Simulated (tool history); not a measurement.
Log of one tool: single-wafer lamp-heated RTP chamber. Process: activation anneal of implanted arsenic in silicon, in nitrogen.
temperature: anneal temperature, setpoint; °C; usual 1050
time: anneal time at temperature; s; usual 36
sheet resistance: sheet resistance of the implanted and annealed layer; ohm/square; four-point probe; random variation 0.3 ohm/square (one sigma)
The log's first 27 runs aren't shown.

run	day	temperature	time	read-back reference wafer on the same gauge, sheet resistance	sheet resistance
28	28.712	1079	30	94.50	80.46
29	29.783	1065	50	94.48	78.66
30	30.412	1035	48	94.48	84.70
31	31.150	1050	36	94.50	83.78
32	32.062	1050	36	94.59	83.15
# day 32.575: pyrometer window cleaned and pyrometer calibrated
33	32.738	1042	27	94.52	90.31
34	33.767	1050	36	94.47	85.85
35	35.004	1050	36	94.48	85.27
36	36.421	1078	54	94.53	75.61

5 ways to go on from here, each from the tool as it stands after run 36. What would each give?
A	36.438	1050	21	?	?
B	36.438	1036	42	?	?
C	36.438	1030	52	?	?
D	36.438	1075	45	?	?
E	36.438	1065	56	?	?

run	read-back reference wafer on the same gauge, sheet resistance	sheet resistance
A	94.50	90.25
B	94.50	86.62
C	94.50	85.96
D	94.50	77.62
E	94.50	77.63
Without the tool's hidden state the same runs would have given:
run	sheet resistance
A	91.01
B	87.40
C	86.76
D	78.18
E	78.20

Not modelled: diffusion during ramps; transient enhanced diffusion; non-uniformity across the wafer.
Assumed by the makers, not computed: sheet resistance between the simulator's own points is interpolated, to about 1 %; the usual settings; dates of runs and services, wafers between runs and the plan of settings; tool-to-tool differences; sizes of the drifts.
